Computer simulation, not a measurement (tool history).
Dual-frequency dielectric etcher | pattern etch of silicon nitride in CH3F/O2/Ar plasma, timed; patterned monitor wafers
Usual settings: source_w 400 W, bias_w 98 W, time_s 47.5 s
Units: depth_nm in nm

| run | day | source_w | bias_w | time_s | wafers since the last listed run | hours since the last wet clean | hours since the last source power generator calibration | hours since the last bias power generator calibration | hours since the last upper electrode change | hours since the gauge calibration | read-back reference wafer on the same gauge, depth_nm | depth_nm |
|---|---|---|---|---|---|---|---|---|---|---|---|---|
| 1 | 0 | 400 | 98 | 47.5 | 0 | 473.9 | 2365.1 | 3846.7 | 4611.5 | 456.1 | 30.86 | 37.49 |
| 2 | 0.708 | 400 | 98 | 47.5 | 150 | 490.9 | 2382.1 | 3863.7 | 4628.5 | 473.1 | 30.92 | 37.18 |
|  | 2.325 | wet clean of the chamber |
| 3 | 2.346 | 400 | 98 | 47.5 | 135 | 0.5 | 2421.4 | 3903 | 4667.8 | 512.4 | 30.9 | 37.89 |
| 4 | 2.804 | 400 | 98 | 47.5 | 97 | 11.5 | 2432.4 | 3914 | 4678.8 | 523.4 | 30.85 | 38.29 |
| 5 | 3.383 | 400 | 98 | 54 | 122 | 25.4 | 2446.3 | 3927.9 | 4692.7 | 537.3 | 30.88 | 43.73 |
| 6 | 4.571 | 400 | 98 | 47.5 | 251 | 53.9 | 2474.8 | 3956.4 | 4721.2 | 565.8 | 30.91 | 38.04 |
| 7 | 5.096 | 400 | 98 | 44 | 111 | 66.5 | 2487.4 | 3969 | 4733.8 | 578.4 | 30.93 | 34.83 |
| 8 | 6.454 | 400 | 98 | 44 | 287 | 99.1 | 2520 | 4001.6 | 4766.4 | 611 | 30.84 | 35.1 |
| 9 | 7.688 | 400 | 98 | 54 | 261 | 128.7 | 2549.6 | 4031.2 | 4796 | 640.6 | 30.92 | 43.11 |
| 10 | 8.817 | 430 | 118 | 35 | 239 | 155.8 | 2576.7 | 4058.3 | 4823.1 | 667.7 | 30.9 | 30.41 |
| 11 | 10.208 | 400 | 98 | 47.5 | 294 | 189.2 | 2610.1 | 4091.7 | 4856.5 | 701.1 | 30.95 | 37.58 |
| 12 | 10.771 | 360 | 82 | 47.5 | 119 | 202.7 | 2623.6 | 4105.2 | 4870 | 714.6 | 30.92 | 34.55 |
| 13 | 11.867 | 300 | 75 | 52.5 | 232 | 229 | 2649.9 | 4131.5 | 4896.3 | 740.9 | 30.85 | 35.11 |
| 14 | 12.954 | 320 | 98 | 55 | 230 | 255.1 | 2676 | 4157.6 | 4922.4 | 767 | 30.98 | 41.38 |
| 15 | 14.042 | 450 | 104 | 55.5 | 230 | 281.2 | 2702.1 | 4183.7 | 4948.5 | 793.1 | 30.87 | 46.15 |
| 16 | 14.612 | 400 | 98 | 47.5 | 120 | 294.9 | 2715.8 | 4197.4 | 4962.2 | 806.8 | 30.91 | 37.66 |
|  | 15.371 | bias power generator calibrated |
|  | 16.192 | upper electrode replaced |
| 17 | 16.212 | 450 | 98 | 47.5 | 129 | 333.3 | 2754.2 | 20.2 | 0.5 | 845.2 | 30.92 | 39.11 |
| 18 | 16.3 | 360 | 98 | 47.5 | 18 | 335.4 | 2756.3 | 22.3 | 2.6 | 847.3 | 30.89 | 36.88 |
|  | 16.762 | source power generator calibrated |
| 19 | 16.829 | 400 | 98 | 44 | 76 | 348.1 | 1.6 | 35 | 15.3 | 860 | 30.97 | 34.24 |
|  | 17.467 | gauge calibrated |
| 20 | 17.883 | 400 | 98 | 47.5 | 223 | 373.4 | 26.9 | 60.3 | 40.6 | 10 | 30.88 | 37.63 |
| 21 | 18.479 | 400 | 98 | 47.5 | 126 | 387.7 | 41.2 | 74.6 | 54.9 | 24.3 | 30.84 | 37.25 |
| 22 | 19.717 | 500 | 104 | 47.5 | 262 | 417.4 | 70.9 | 104.3 | 84.6 | 54 | 30.87 | 40.97 |
| 23 | 20.621 | 400 | 120 | 60 | 191 | 439.1 | 92.6 | 126 | 106.3 | 75.7 | 30.91 | 50.8 |
| 24 | 21.3 | 400 | 98 | 47.5 | 143 | 455.4 | 108.9 | 142.3 | 122.6 | 92 | 30.9 | 37.35 |
|  | 22.538 | wet clean of the chamber |
| 25 | 24.908 | 400 | 98 | 47.5 | 552 | 56.9 | 195.5 | 228.9 | 209.2 | 178.6 | 30.87 | 37.9 |
| 26 | 26.175 | 400 | 98 | 41 | 268 | 87.3 | 225.9 | 259.3 | 239.6 | 209 | 30.93 | 32.73 |
| 27 | 27.175 | 400 | 122 | 47.5 | 211 | 111.3 | 249.9 | 283.3 | 263.6 | 233 | 30.92 | 41.78 |
| 28 | 28.35 | 400 | 98 | 52 | 248 | 139.5 | 278.1 | 311.5 | 291.8 | 261.2 | 30.91 | 41.6 |
| 29 | 29.658 | 400 | 92 | 54.5 | 277 | 170.9 | 309.5 | 342.9 | 323.2 | 292.6 | 30.82 | 42.28 |

Each row is a separate what-if for the run after 29, all from the same tool condition, not one after another. Results?
| A | 29.675 | 400 | 98 | 47.5 | 3 | 171.3 | 309.9 | 343.3 | 323.6 | 293 | ? | ? |
| B | 29.675 | 370 | 121 | 41.5 | 3 | 171.3 | 309.9 | 343.3 | 323.6 | 293 | ? | ? |
| C | 29.675 | 480 | 91 | 37 | 3 | 171.3 | 309.9 | 343.3 | 323.6 | 293 | ? | ? |
| D | 29.675 | 300 | 98 | 40.5 | 3 | 171.3 | 309.9 | 343.3 | 323.6 | 293 | ? | ? |
| E | 29.675 | 440 | 116 | 54 | 3 | 171.3 | 309.9 | 343.3 | 323.6 | 293 | ? | ? |

| run | read-back reference wafer on the same gauge, depth_nm | depth_nm |
|---|---|---|
| A | 30.92 | 37.87 |
| B | 30.92 | 35.31 |
| C | 30.92 | 29.96 |
| D | 30.92 | 30.31 |
| E | 30.92 | 47.03 |
With the hidden condition removed and each run's random variation left untouched, the same runs would have given:
| run | depth_nm |
|---|---|
| A | 38.23 |
| B | 35.65 |
| C | 30.24 |
| D | 30.6 |
| E | 47.47 |

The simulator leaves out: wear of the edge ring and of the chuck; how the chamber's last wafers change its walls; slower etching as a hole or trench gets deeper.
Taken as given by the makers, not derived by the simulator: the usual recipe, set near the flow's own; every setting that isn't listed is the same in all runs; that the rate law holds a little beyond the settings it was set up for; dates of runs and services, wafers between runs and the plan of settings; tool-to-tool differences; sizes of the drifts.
